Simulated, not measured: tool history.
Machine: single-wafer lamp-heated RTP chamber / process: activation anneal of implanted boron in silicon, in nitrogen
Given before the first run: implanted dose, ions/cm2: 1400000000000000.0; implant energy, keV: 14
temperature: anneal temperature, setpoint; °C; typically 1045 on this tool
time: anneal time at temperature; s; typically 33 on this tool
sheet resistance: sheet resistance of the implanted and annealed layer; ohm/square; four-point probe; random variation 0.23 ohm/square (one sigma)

run    hour  temperature  time  read-back reference wafer on the same gauge, sheet resistance  sheet resistance
  1     0.0         1021    33                                                          86.97             94.64
  2    29.4         1021    33                                                          87.08             94.39
       90.1  -- pyrometer window cleaned and pyrometer calibrated
  3   105.9         1021    33                                                          86.94             96.60
  4   136.1         1026    33                                                          87.08             95.41
  5   206.3         1045    33                                                          87.01             91.59
  6   309.8         1045    33                                                          87.02             91.32
  7   366.7         1045    33                                                          86.93             91.30
  8   383.8         1045    18                                                          86.97             92.87
  9   402.0         1045    18                                                          87.03             93.26
 10   414.9         1045    18                                                          86.93             92.77
 11   440.9         1045    33                                                          86.91             91.13
      451.1  -- gauge calibrated
 12   457.2         1045    33                                                          86.93             90.92
 13   485.1         1045    33                                                          86.93             90.73
      517.3  -- reflector plate cleaned
 14   517.8         1067    47                                                          87.07             86.72
 15   535.4         1067    47                                                          87.02             87.09
 16   566.7         1045    33                                                          86.98             90.24
 17   596.7         1045    33                                                          86.96             90.31
 18   613.2         1045    33                                                          86.96             90.07
      627.7  -- pyrometer window cleaned and pyrometer calibrated
 19   646.5         1033    48                                                          87.00             92.52
 20   673.7         1030    14                                                          86.96             97.85
 21   703.9         1061    39                                                          87.11             89.03
 22   731.0         1022    38                                                          87.11             95.34
 23   745.0         1045    46                                                          86.96             90.13
 24   767.9         1067    49                                                          87.00             87.16
 25   788.2         1045    33                                                          86.98             91.58
 26   804.8         1045    33                                                          87.05             91.17
 27   826.6         1018    16                                                          86.98             98.99
 28   851.4         1020    33                                                          87.00             95.64
 29   887.2         1045    16                                                          87.02             93.90
 30   909.2         1045    33                                                          87.05             91.10
 31   930.8         1018    41                                                          87.01             94.98
 32   964.5         1070    24                                                          87.02             89.28
 33   987.8         1069    13                                                          87.01             91.63
 34  1001.9         1045    33                                                          86.99             90.97
 35  1024.4         1024    45                                                          86.95             92.92
 36  1037.9         1054    20                                                          86.92             91.39

Give the tool's hidden conditions for every run:
wafer temperature error from the tarnished reflector plate, K: 0, the same for each run
gauge reads high (%): 0, the same for each run
H1: true wafer temperature minus pyrometer reading, K
run     H1
  1     10
  2   10.7
  3   1.03
  4   1.73
  5   3.36
  6   5.76
  7   7.08
  8   7.47
  9    7.9
 10   8.19
 11    8.8
 12   9.18
 13   9.82
 14   10.6
 15     11
 16   11.7
 17   12.4
 18   12.8
 19  0.505
 20   1.14
 21   1.84
 22   2.46
 23   2.79
 24   3.32
 25   3.79
 26   4.18
 27   4.68
 28   5.26
 29   6.09
 30    6.6
 31    7.1
 32   7.88
 33   8.42
 34   8.75
 35   9.27
 36   9.58

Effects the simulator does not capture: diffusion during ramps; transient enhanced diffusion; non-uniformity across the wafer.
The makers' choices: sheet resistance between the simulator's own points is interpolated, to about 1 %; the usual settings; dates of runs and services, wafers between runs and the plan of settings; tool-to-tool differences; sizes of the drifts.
